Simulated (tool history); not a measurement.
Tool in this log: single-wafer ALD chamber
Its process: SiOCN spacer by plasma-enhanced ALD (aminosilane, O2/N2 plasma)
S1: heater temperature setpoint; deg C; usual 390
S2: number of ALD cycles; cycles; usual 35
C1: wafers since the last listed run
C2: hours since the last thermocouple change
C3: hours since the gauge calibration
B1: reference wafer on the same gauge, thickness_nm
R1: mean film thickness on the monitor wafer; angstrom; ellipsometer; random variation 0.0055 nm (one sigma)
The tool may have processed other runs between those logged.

run    day   S1  S2   C1      C2     C3     B1     R1
  1      0  382  35    0  1558.3   41.6  1.971  21.78
  2    0.3  382  35   57  1565.5   48.8  1.971  21.78
  3  0.662  382  35   69  1574.2   57.5   1.97  21.85
  4  1.396  390  35  141  1591.8   75.1   1.97  21.85
  5  1.708  380  35   60  1599.3   82.6   1.97  21.75
  6  1.983  380  35   52  1605.9   89.2  1.969  21.86
     2.758  -- thermocouple changed; heater temperature recalibrated
  7  2.779  380  35   89     0.5  108.3   1.97  21.83
  8  3.196  390  35   80    10.5  118.3   1.97  21.88
     3.221  -- gauge calibrated
  9  3.575  382  29   72    19.6    8.5  1.969  18.08
 10  4.054  401  40   92    31.1     20   1.97  25.01
 11  4.512  404  31   88    42.1     31   1.97  19.17
 12  5.017  397  30   97    54.2   43.1  1.971  18.82
 13  5.633  390  35  118      69   57.9   1.97  21.79
 14  5.938  390  40   58    76.3   65.2  1.971  24.92
 15  6.633  390  35  133      93   81.9  1.969  21.84

Give the tool's hidden conditions for every run:
wafer temperature above the value expected at the setpoint (K): 0 at every run
gauge reads high (%): 0 at every run

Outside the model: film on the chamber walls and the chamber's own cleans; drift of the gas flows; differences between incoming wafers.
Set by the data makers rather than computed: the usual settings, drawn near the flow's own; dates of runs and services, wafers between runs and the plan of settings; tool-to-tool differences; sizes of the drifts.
